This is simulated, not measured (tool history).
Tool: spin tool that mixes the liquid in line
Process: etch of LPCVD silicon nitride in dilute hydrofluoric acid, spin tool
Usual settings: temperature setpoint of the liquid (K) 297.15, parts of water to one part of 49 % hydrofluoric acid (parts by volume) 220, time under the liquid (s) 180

| run | hour | temperature setpoint of the liquid (K) | parts of water to one part of 49 % hydrofluoric acid (parts by volume) | time under the liquid (s) | wafers since the last listed run | hours since the thermometer was replaced | hours since the hydrofluoric acid flow meter was replaced | hours since the gauge calibration | read-back film thickness of the LPCVD silicon nitride reference wafer, read on the same gauge (nm) | thickness taken off the LPCVD silicon nitride on a monitor wafer (Å) |
|---|---|---|---|---|---|---|---|---|---|---|
| 1 | 0 | 297.15 | 220 | 180 | 0 | 1728.4 | 778.4 | 129.3 | 110.003 | 4.32 |
| 2 | 12.2 | 293.65 | 220 | 180 | 107 | 1740.6 | 790.6 | 141.5 | 109.996 | 3.42 |
| 3 | 28.3 | 293.65 | 220 | 180 | 141 | 1756.7 | 806.7 | 157.6 | 110.038 | 3.35 |
| 4 | 43.2 | 293.65 | 220 | 180 | 130 | 1771.6 | 821.6 | 172.5 | 110.026 | 3.33 |
| 5 | 61.2 | 297.15 | 265 | 180 | 158 | 1789.6 | 839.6 | 190.5 | 109.982 | 3.54 |
| 6 | 86.1 | 297.15 | 265 | 180 | 218 | 1814.5 | 864.5 | 215.4 | 110.027 | 3.22 |
| 7 | 98.2 | 299.15 | 160 | 180 | 106 | 1826.6 | 876.6 | 227.5 | 110.038 | 5.73 |
| 8 | 105.6 | 299.65 | 325 | 180 | 65 | 1834 | 884 | 234.9 | 110.037 | 3.03 |
|  | 116.5 | gauge calibrated |
|  | 117.1 | hydrofluoric acid flow meter replaced |
| 9 | 121.8 | 297.15 | 220 | 180 | 133 | 1850.2 | 4.7 | 5.3 | 110.018 | 3.84 |
|  | 150.3 | thermometer replaced |
| 10 | 168.6 | 293.65 | 220 | 180 | 402 | 18.3 | 51.5 | 52.1 | 109.971 | 2.79 |
| 11 | 177.4 | 294.15 | 220 | 180 | 77 | 27.1 | 60.3 | 60.9 | 109.946 | 3.01 |
| 12 | 191.6 | 294.15 | 220 | 255 | 124 | 41.3 | 74.5 | 75.1 | 109.973 | 4.75 |
| 13 | 205 | 292.65 | 220 | 180 | 117 | 54.7 | 87.9 | 88.5 | 109.987 | 2.55 |
| 14 | 221.2 | 297.15 | 220 | 245 | 142 | 70.9 | 104.1 | 104.7 | 110.01 | 4.95 |
| 15 | 232.6 | 297.15 | 220 | 180 | 100 | 82.3 | 115.5 | 116.1 | 109.991 | 3.82 |

Forecast each of these 4 alternatives for the next run:
| A | 233.1 | 297.15 | 290 | 180 | 4 | 82.8 | 116 | 116.6 | ? | ? |
| B | 233.1 | 298.65 | 220 | 255 | 4 | 82.8 | 116 | 116.6 | ? | ? |
| C | 233.1 | 301.65 | 265 | 180 | 4 | 82.8 | 116 | 116.6 | ? | ? |
| D | 233.1 | 294.65 | 120 | 180 | 4 | 82.8 | 116 | 116.6 | ? | ? |

| run | read-back film thickness of the LPCVD silicon nitride reference wafer, read on the same gauge (nm) | thickness taken off the LPCVD silicon nitride on a monitor wafer (Å) |
|---|---|---|
| A | 110.006 | 2.98 |
| B | 110.006 | 6.09 |
| C | 110.006 | 4.28 |
| D | 110.006 | 6.05 |
Without the tool's hidden state the same runs would have given:
| run | thickness taken off the LPCVD silicon nitride on a monitor wafer (Å) |
|---|---|
| A | 2.98 |
| B | 6.09 |
| C | 4.28 |
| D | 6.05 |
